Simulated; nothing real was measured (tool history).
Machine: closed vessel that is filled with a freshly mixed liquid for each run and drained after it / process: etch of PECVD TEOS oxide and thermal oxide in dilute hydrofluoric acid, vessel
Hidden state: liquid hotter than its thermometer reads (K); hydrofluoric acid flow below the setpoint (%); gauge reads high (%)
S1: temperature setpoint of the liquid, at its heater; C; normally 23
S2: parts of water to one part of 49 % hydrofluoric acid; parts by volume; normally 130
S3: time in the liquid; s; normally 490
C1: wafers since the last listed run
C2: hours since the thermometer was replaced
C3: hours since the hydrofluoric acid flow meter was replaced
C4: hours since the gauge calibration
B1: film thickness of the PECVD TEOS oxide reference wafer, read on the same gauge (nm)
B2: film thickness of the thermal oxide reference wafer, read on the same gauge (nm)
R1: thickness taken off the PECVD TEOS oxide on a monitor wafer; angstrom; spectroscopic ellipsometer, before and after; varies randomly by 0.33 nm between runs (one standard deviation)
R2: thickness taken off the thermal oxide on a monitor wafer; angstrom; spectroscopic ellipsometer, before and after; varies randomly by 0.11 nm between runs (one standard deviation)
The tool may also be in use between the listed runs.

Run 1, hour 0: usual settings; C1 0; C2 1092.1; C3 554.6; C4 54.4; B1 69.96; B2 79.97. Result: R1 535.7 angstrom, R2 193.3 angstrom.
Run 2, hour 8.8: usual settings; C1 887; C2 1100.9; C3 563.4; C4 63.2; B1 70.02; B2 79.98. Result: R1 539.4 angstrom, R2 193.1 angstrom.
Run 3, hour 19.8: usual settings; C1 1108; C2 1111.9; C3 574.4; C4 74.2; B1 70; B2 80.02. Result: R1 547.7 angstrom, R2 192.1 angstrom.
Run 4, hour 36: usual settings but S1 24 C, S2 85 parts by volume; C1 1632; C2 1128.1; C3 590.6; C4 90.4; B1 70.05; B2 79.98. Result: R1 906.2 angstrom, R2 326.9 angstrom.
Run 5, hour 50.4: usual settings but S1 19.5 C, S3 350 s; C1 1451; C2 1142.5; C3 605; C4 104.8; B1 69.95; B2 80.05. Result: R1 336.6 angstrom, R2 120.5 angstrom.
Run 6, hour 59.9: usual settings; C1 957; C2 1152; C3 614.5; C4 114.3; B1 70.02; B2 79.99. Result: R1 543.5 angstrom, R2 195.9 angstrom.
Run 7, hour 69.7: usual settings but S1 26.5 C, S2 85 parts by volume; C1 987; C2 1161.8; C3 624.3; C4 124.1; B1 69.98; B2 80.02. Result: R1 1004.9 angstrom, R2 358.2 angstrom.
Run 8, hour 85.9: usual settings; C1 1632; C2 1178; C3 640.5; C4 140.3; B1 69.98; B2 79.99. Result: R1 542.6 angstrom, R2 194.4 angstrom.
Run 9, hour 100: usual settings but S1 20.5 C, S2 105 parts by volume, S3 705 s; C1 1421; C2 1192.1; C3 654.6; C4 154.4; B1 70.01; B2 80.02. Result: R1 910.1 angstrom, R2 324.1 angstrom.
Run 10, hour 111.6: usual settings but S2 175 parts by volume; C1 1169; C2 1203.7; C3 666.2; C4 166; B1 70; B2 80.01. Result: R1 385.9 angstrom, R2 137.6 angstrom.
Run 11, hour 119.1: usual settings but S1 19 C, S2 160 parts by volume, S3 320 s; C1 755; C2 1211.2; C3 673.7; C4 173.5; B1 70; B2 80. Result: R1 237.6 angstrom, R2 85.6 angstrom.
Run 12, hour 131.2: usual settings; C1 1219; C2 1223.3; C3 685.8; C4 185.6; B1 70.02; B2 80.01. Result: R1 543.3 angstrom, R2 194.6 angstrom.
At hour 137.9: hydrofluoric acid flow meter replaced.
Run 13, hour 141.3: usual settings but S1 21.5 C, S3 390 s; C1 917; C2 1233.4; C3 3.4; C4 195.7; B1 69.99; B2 79.96. Result: R1 403.5 angstrom, R2 147.5 angstrom.
Run 14, hour 154.7: usual settings but S2 145 parts by volume, S3 320 s; C1 1350; C2 1246.8; C3 16.8; C4 209.1; B1 70; B2 80.03. Result: R1 314.4 angstrom, R2 112.6 angstrom.
Run 15, hour 172.2: usual settings but S1 25.5 C, S3 300 s; C1 1763; C2 1264.3; C3 34.3; C4 226.6; B1 69.97; B2 80.02. Result: R1 366.7 angstrom, R2 130.9 angstrom.
At hour 176.2: thermometer replaced.
Run 16, hour 187.5: usual settings but S1 27 C, S2 145 parts by volume, S3 575 s; C1 1441; C2 11.3; C3 49.6; C4 241.9; B1 70.02; B2 80.02. Result: R1 599 angstrom, R2 216.2 angstrom.
Run 17, hour 194.3: usual settings; C1 685; C2 18.1; C3 56.4; C4 248.7; B1 69.98; B2 79.99. Result: R1 493.2 angstrom, R2 178.5 angstrom.
Run 18, hour 203.1: usual settings but S1 19.5 C, S2 95 parts by volume, S3 680 s; C1 887; C2 26.9; C3 65.2; C4 257.5; B1 69.99; B2 79.97. Result: R1 857.4 angstrom, R2 311.4 angstrom.
Run 19, hour 212.7: usual settings but S1 20 C, S3 195 s; C1 967; C2 36.5; C3 74.8; C4 267.1; B1 70; B2 80.03. Result: R1 176.5 angstrom, R2 63.9 angstrom.
Run 20, hour 229.4: usual settings but S1 18.5 C, S3 780 s; C1 1683; C2 53.2; C3 91.5; C4 283.8; B1 70; B2 80.05. Result: R1 672.7 angstrom, R2 237.3 angstrom.
Run 21, hour 245.8: usual settings; C1 1653; C2 69.6; C3 107.9; C4 300.2; B1 70.05; B2 79.96. Result: R1 501.8 angstrom, R2 179.4 angstrom.
Run 22, hour 260.7: usual settings but S3 650 s; C1 1501; C2 84.5; C3 122.8; C4 315.1; B1 70.02; B2 79.97. Result: R1 664.5 angstrom, R2 240 angstrom.
Run 23, hour 270.5: usual settings; C1 987; C2 94.3; C3 132.6; C4 324.9; B1 70.01; B2 79.94. Result: R1 499.9 angstrom, R2 180 angstrom.
Run 24, hour 276.5: usual settings but S1 27.5 C, S2 150 parts by volume, S3 635 s; C1 604; C2 100.3; C3 138.6; C4 330.9; B1 70.01; B2 79.98. Result: R1 654.6 angstrom, R2 233.7 angstrom.
Run 25, hour 283.9: usual settings but S1 20.5 C, S2 105 parts by volume, S3 705 s; C1 745; C2 107.7; C3 146; C4 338.3; B1 70.01; B2 80.01. Result: R1 833.6 angstrom, R2 302.8 angstrom.
Run 26, hour 291: usual settings but S1 21.5 C, S3 375 s; C1 715; C2 114.8; C3 153.1; C4 345.4; B1 70; B2 79.94. Result: R1 362.7 angstrom, R2 128.5 angstrom.

Predict each of these 4 candidate next runs independently; none follows another, all start after run 26:
Run A, hour 291.8: usual settings; C1 80; C2 115.6; C3 153.9; C4 346.2; B1 ?; B2 ?. Result: R1 ?, R2 ?.
Run B, hour 291.8: usual settings but S1 27 C, S2 95 parts by volume, S3 780 s; C1 80; C2 115.6; C3 153.9; C4 346.2; B1 ?; B2 ?. Result: R1 ?, R2 ?.
Run C, hour 291.8: usual settings but S3 405 s; C1 80; C2 115.6; C3 153.9; C4 346.2; B1 ?; B2 ?. Result: R1 ?, R2 ?.
Run D, hour 291.8: usual settings but S2 160 parts by volume, S3 780 s; C1 80; C2 115.6; C3 153.9; C4 346.2; B1 ?; B2 ?. Result: R1 ?, R2 ?.

run  B1     B2      R1     R2
  A  70  79.99   504.5  178.8
  B  70  79.99  1340.6  475.1
  C  70  79.99     417  147.8
  D  70  79.99   630.8  223.5
Without the tool's unlogged condition, the same runs would have read:
run      R1     R2
  A   498.5  176.7
  B  1324.6  469.4
  C     412    146
  D   623.3  220.9
